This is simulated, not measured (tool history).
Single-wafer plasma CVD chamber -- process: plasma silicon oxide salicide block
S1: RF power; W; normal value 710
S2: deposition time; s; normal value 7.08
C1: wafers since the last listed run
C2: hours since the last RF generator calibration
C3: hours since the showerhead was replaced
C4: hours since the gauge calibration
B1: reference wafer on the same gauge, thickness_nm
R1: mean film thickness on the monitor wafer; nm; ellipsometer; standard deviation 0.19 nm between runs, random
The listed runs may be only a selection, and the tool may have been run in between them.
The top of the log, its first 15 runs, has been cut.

Run 16, hour 387.5: usual settings but S1 595 W; C1 429; C2 783; C3 4479.5; C4 31.4; B1 70.764. Result: R1 70.368 nm.
Run 17, hour 423: usual settings; C1 640; C2 818.5; C3 4515; C4 66.9; B1 70.785. Result: R1 74.163 nm.
At hour 460.3: showerhead replaced.
Run 18, hour 460.8: usual settings; C1 537; C2 856.3; C3 0.5; C4 104.7; B1 70.757. Result: R1 74.076 nm.
Run 19, hour 486.3: usual settings; C1 460; C2 881.8; C3 26; C4 130.2; B1 70.768. Result: R1 73.798 nm.
Run 20, hour 533: usual settings; C1 842; C2 928.5; C3 72.7; C4 176.9; B1 70.837. Result: R1 73.694 nm.
Run 21, hour 562.4: usual settings but S1 840 W, S2 6.03 s; C1 530; C2 957.9; C3 102.1; C4 206.3; B1 70.845. Result: R1 65.544 nm.
Run 22, hour 593.3: usual settings but S1 790 W, S2 8.43 s; C1 557; C2 988.8; C3 133; C4 237.2; B1 70.835. Result: R1 90.295 nm.
Run 23, hour 613.1: usual settings; C1 357; C2 1008.6; C3 152.8; C4 257; B1 70.848. Result: R1 73.774 nm.
At hour 622.2: RF generator calibrated.
Run 24, hour 638: usual settings but S1 580 W; C1 305; C2 15.8; C3 177.7; C4 281.9; B1 70.846. Result: R1 68.788 nm.
Run 25, hour 669.4: usual settings; C1 566; C2 47.2; C3 209.1; C4 313.3; B1 70.837. Result: R1 72.449 nm.
Run 26, hour 703.4: usual settings but S1 750 W, S2 6.05 s; C1 613; C2 81.2; C3 243.1; C4 347.3; B1 70.804. Result: R1 63.033 nm.
Run 27, hour 717.5: usual settings but S1 640 W, S2 8.47 s; C1 254; C2 95.3; C3 257.2; C4 361.4; B1 70.908. Result: R1 84.465 nm.
Run 28, hour 737.1: usual settings but S1 800 W, S2 8.04 s; C1 353; C2 114.9; C3 276.8; C4 381; B1 70.835. Result: R1 84.807 nm.
At hour 796.6: RF generator calibrated, repeated, since the last time left the tool worse.
Run 29, hour 834.2: usual settings; C1 1608; C2 37.6; C3 373.9; C4 478.1; B1 70.754. Result: R1 74.708 nm.
Run 30, hour 851.3: usual settings; C1 308; C2 54.7; C3 391; C4 495.2; B1 70.809. Result: R1 74.452 nm.
Run 31, hour 882.7: usual settings; C1 566; C2 86.1; C3 422.4; C4 526.6; B1 70.83. Result: R1 74.16 nm.
Run 32, hour 903.8: usual settings but S1 815 W, S2 7.44 s; C1 380; C2 107.2; C3 443.5; C4 547.7; B1 70.848. Result: R1 81.277 nm.
Run 33, hour 938.1: usual settings but S1 810 W, S2 8 s; C1 619; C2 141.5; C3 477.8; C4 582; B1 70.794. Result: R1 87.574 nm.
Run 34, hour 953.7: usual settings but S1 815 W, S2 7.44 s; C1 281; C2 157.1; C3 493.4; C4 597.6; B1 70.81. Result: R1 81.352 nm.
Run 35, hour 981.1: usual settings but S1 790 W, S2 7.68 s; C1 494; C2 184.5; C3 520.8; C4 625; B1 70.785. Result: R1 82.6 nm.
Run 36, hour 994.2: usual settings but S1 755 W, S2 6.09 s; C1 236; C2 197.6; C3 533.9; C4 638.1; B1 70.793. Result: R1 64.979 nm.
Run 37, hour 1020.7: usual settings but S1 800 W, S2 8.04 s; C1 478; C2 224.1; C3 560.4; C4 664.6; B1 70.754. Result: R1 87.177 nm.
Run 38, hour 1040.1: usual settings but S1 650 W, S2 7.5 s; C1 350; C2 243.5; C3 579.8; C4 684; B1 70.736. Result: R1 76.906 nm.
Run 39, hour 1060.5: usual settings but S1 665 W, S2 6.63 s; C1 368; C2 263.9; C3 600.2; C4 704.4; B1 70.85. Result: R1 68.23 nm.
Run 40, hour 1079: usual settings but S1 645 W, S2 7.45 s; C1 333; C2 282.4; C3 618.7; C4 722.9; B1 70.794. Result: R1 76.585 nm.

Each row is a separate what-if for the run after 40, all from the same tool condition, not one after another. Results?
Run A, hour 1079.4: usual settings but S2 7.49 s; C1 7; C2 282.8; C3 619.1; C4 723.3; B1 ?. Result: R1 ?.
Run B, hour 1079.4: usual settings but S2 7.78 s; C1 7; C2 282.8; C3 619.1; C4 723.3; B1 ?. Result: R1 ?.
Run C, hour 1079.4: usual settings but S2 6.34 s; C1 7; C2 282.8; C3 619.1; C4 723.3; B1 ?. Result: R1 ?.
Run D, hour 1079.4: usual settings but S1 620 W, S2 6.09 s; C1 7; C2 282.8; C3 619.1; C4 723.3; B1 ?. Result: R1 ?.
Run E, hour 1079.4: usual settings but S1 675 W, S2 5.79 s; C1 7; C2 282.8; C3 619.1; C4 723.3; B1 ?. Result: R1 ?.

run      B1      R1
  A  70.771  78.811
  B  70.771  81.863
  C  70.771  66.711
  D  70.771  61.851
  E  70.771   60.12
Had the tool no hidden state, the same runs would have come out as:
run      R1
  A  79.206
  B  82.273
  C  67.045
  D  62.161
  E  60.421
